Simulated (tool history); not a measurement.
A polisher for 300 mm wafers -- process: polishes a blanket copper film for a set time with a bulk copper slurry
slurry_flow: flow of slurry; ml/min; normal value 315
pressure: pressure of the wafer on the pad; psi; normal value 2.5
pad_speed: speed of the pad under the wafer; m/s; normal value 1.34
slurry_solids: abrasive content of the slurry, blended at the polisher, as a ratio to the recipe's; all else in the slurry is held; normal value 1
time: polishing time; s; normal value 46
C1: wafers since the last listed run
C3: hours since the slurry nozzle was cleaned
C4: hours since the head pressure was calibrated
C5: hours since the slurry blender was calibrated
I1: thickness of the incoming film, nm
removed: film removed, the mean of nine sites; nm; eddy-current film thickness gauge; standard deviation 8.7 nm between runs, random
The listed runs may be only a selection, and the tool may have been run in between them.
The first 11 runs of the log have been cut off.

run 12 hour=131.3 | slurry_flow=315 pressure=2.5 pad_speed=1.34 slurry_solids=1.25 time=46 | C1=63 wafers_polished_on_this_pad=159 C3=692 C4=1308 C5=114.7 | I1=2034.9 | removed=636.3
run 13 hour=143.1 | slurry_flow=315 pressure=2.5 pad_speed=1.34 slurry_solids=1.25 time=46 | C1=100 wafers_polished_on_this_pad=259 C3=703.8 C4=1319.8 C5=126.5 | I1=2024.6 | removed=639.3
run 14 hour=154.3 | slurry_flow=315 pressure=2.7 pad_speed=1.34 slurry_solids=1 time=46 | C1=95 wafers_polished_on_this_pad=354 C3=715 C4=1331 C5=137.7 | I1=1988.5 | removed=636.7
run 15 hour=161.5 | slurry_flow=315 pressure=2.5 pad_speed=1.34 slurry_solids=0.85 time=46 | C1=61 wafers_polished_on_this_pad=416 C3=722.2 C4=1338.2 C5=144.9 | I1=2008.8 | removed=591.7
run 16 hour=170.6 | slurry_flow=210 pressure=2.5 pad_speed=1.34 slurry_solids=1 time=46 | C1=77 wafers_polished_on_this_pad=493 C3=731.3 C4=1347.3 C5=154 | I1=1976.1 | removed=567.3
run 17 hour=186.5 | slurry_flow=315 pressure=2.5 pad_speed=1.34 slurry_solids=1 time=46 | C1=135 wafers_polished_on_this_pad=628 C3=747.2 C4=1363.2 C5=169.9 | I1=1980.2 | removed=595.3
run 18 hour=196.1 | slurry_flow=315 pressure=2.5 pad_speed=1.34 slurry_solids=1 time=46 | C1=81 wafers_polished_on_this_pad=710 C3=756.8 C4=1372.8 C5=179.5 | I1=2021.7 | removed=606.2
-- hour=199.3 head pressure recalibrated
run 19 hour=204.5 | slurry_flow=235 pressure=2.5 pad_speed=1.34 slurry_solids=0.8 time=46 | C1=54 wafers_polished_on_this_pad=765 C3=765.2 C4=5.2 C5=187.9 | I1=2015.7 | removed=560.2
-- hour=215.8 slurry blender recalibrated
run 20 hour=216.3 | slurry_flow=315 pressure=2.8 pad_speed=1.34 slurry_solids=0.9 time=46 | C1=83 wafers_polished_on_this_pad=848 C3=777 C4=17 C5=0.5 | I1=1999.2 | removed=656.7

The next listed run, before its measurement:
run 21 hour=222.2 | slurry_flow=315 pressure=2.5 pad_speed=1.34 slurry_solids=1 time=46 | C1=50 wafers_polished_on_this_pad=898 C3=782.9 C4=22.9 C5=6.4 | I1=1995.1 | removed=?

For run 21 the tool returned removed 612.8 nm.
The same run, on a tool lacking any hidden state, would have yielded removed 612.8 nm.
